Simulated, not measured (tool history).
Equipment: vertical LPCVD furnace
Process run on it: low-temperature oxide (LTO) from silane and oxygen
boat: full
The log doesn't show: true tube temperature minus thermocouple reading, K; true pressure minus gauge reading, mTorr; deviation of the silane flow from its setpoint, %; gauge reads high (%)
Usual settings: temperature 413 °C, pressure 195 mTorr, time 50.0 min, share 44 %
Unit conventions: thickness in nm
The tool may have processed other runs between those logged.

run   hour  temperature  pressure  time  share  wafers since the last listed run  hours since the last temperature calibration  hours since the pressure gauge was zeroed  hours since the silane flow controller was replaced  hours since the gauge calibration  read-back reference wafer on the same gauge, thickness  thickness
  1    0.0          413       195  50.0     44                                 0                                        1788.5                                     1704.5                                               1866.4                              869.0                                                  569.21     488.46
  2   18.2          413       195  50.0     44                               246                                        1806.7                                     1722.7                                               1884.6                              887.2                                                  569.39     492.40
      49.1  -- pressure gauge zeroed
  3   49.6          413       195  50.0     44                               100                                        1838.1                                        0.5                                               1916.0                              918.6                                                  568.69     489.16
  4   78.4          413       195  50.0     44                               389                                        1866.9                                       29.3                                               1944.8                              947.4                                                  567.98     492.45
  5   98.4          413       195  50.0     44                               270                                        1886.9                                       49.3                                               1964.8                              967.4                                                  567.76     493.32
  6  124.4          413       195  50.0     44                               351                                        1912.9                                       75.3                                               1990.8                              993.4                                                  568.54     489.88
  7  144.1          413       195  50.0     44                               266                                        1932.6                                       95.0                                               2010.5                             1013.1                                                  568.21     493.52
     195.6  -- silane flow controller replaced
  8  196.1          413       195  50.0     44                               378                                        1984.6                                      147.0                                                  0.5                             1065.1                                                  568.59     509.06
  9  200.7          413       195  50.0     50                                62                                        1989.2                                      151.6                                                  5.1                             1069.7                                                  567.75     569.85
 10  214.7          408       195  40.5     44                               189                                        2003.2                                      165.6                                                 19.1                             1083.7                                                  569.31     393.12
 11  229.7          425       195  58.0     44                               202                                        2018.2                                      180.6                                                 34.1                             1098.7                                                  568.78     658.82
 12  251.9          413       195  50.0     44                               300                                        2040.4                                      202.8                                                 56.3                             1120.9                                                  568.59     509.26
 13  281.6          423       195  44.5     49                               401                                        2070.1                                      232.5                                                 86.0                             1150.6                                                  570.30     547.50
 14  312.3          413       235  50.0     44                               415                                        2100.8                                      263.2                                                116.7                             1181.3                                                  569.72     606.56
 15  331.9          424       165  32.0     50                               265                                        2120.4                                      282.8                                                136.3                             1200.9                                                  570.54     340.82
     373.0  -- thermocouples replaced and temperature profile calibrated
 16  373.5          423       165  50.0     48                               238                                           0.5                                      324.4                                                177.9                             1242.5                                                  569.32     487.33
 17  387.6          413       195  50.0     44                               190                                          14.6                                      338.5                                                192.0                             1256.6                                                  569.43     484.47
 18  410.0          413       195  50.0     44                               303                                          37.0                                      360.9                                                214.4                             1279.0                                                  568.35     481.01
 19  439.3          420       240  33.0     50                               396                                          66.3                                      390.2                                                243.7                             1308.3                                                  568.31     475.20
     458.4  -- gauge calibrated
 20  472.6          413       195  50.0     44                               450                                          99.6                                      423.5                                                277.0                               14.2                                                  568.57     490.20
 21  499.2          406       240  50.0     44                               359                                         126.2                                      450.1                                                303.6                               40.8                                                  568.09     560.62
 22  525.6          413       150  67.5     44                               357                                         152.6                                      476.5                                                330.0                               67.2                                                  568.89     503.32
 23  538.8          406       195  50.0     39                               178                                         165.8                                      489.7                                                343.2                               80.4                                                  570.54     395.94
 24  563.2          418       160  33.0     44                               330                                         190.2                                      514.1                                                367.6                              104.8                                                  568.83     278.17
 25  595.7          418       195  61.0     47                               439                                         222.7                                      546.6                                                400.1                              137.3                                                  569.37     660.56
 26  616.1          413       150  65.5     44                               275                                         243.1                                      567.0                                                420.5                              157.7                                                  568.74     491.71
 27  633.8          406       175  62.5     47                               239                                         260.8                                      584.7                                                438.2                              175.4                                                  568.11     545.15
 28  656.6          413       195  50.0     44                               308                                         283.6                                      607.5                                                461.0                              198.2                                                  569.40     488.60
 29  685.5          408       155  61.5     50                               390                                         312.5                                      636.4                                                489.9                              227.1                                                  569.58     513.38
 30  714.8          413       235  32.5     50                               396                                         341.8                                      665.7                                                519.2                              256.4                                                  568.25     428.85
 31  738.7          413       240  50.0     44                               323                                         365.7                                      689.6                                                543.1                              280.3                                                  569.43     599.73

Predict each of these 4 candidate next runs independently; none follows another, all start after run 31:
  A  743.3          409       195  50.0     44                                62                                         370.3                                      694.2                                                547.7                              284.9                                                       ?          ?
  B  743.3          413       195  40.0     44                                62                                         370.3                                      694.2                                                547.7                              284.9                                                       ?          ?
  C  743.3          413       195  35.0     37                                62                                         370.3                                      694.2                                                547.7                              284.9                                                       ?          ?
  D  743.3          408       160  50.0     44                                62                                         370.3                                      694.2                                                547.7                              284.9                                                       ?          ?

run  read-back reference wafer on the same gauge, thickness  thickness
  A                                                  569.08     469.69
  B                                                  569.08     391.37
  C                                                  569.08     280.74
  D                                                  569.08     381.45
What these runs would have given with no unlogged condition in the tool:
run  thickness
  A     463.97
  B     386.68
  C     278.09
  D     376.78
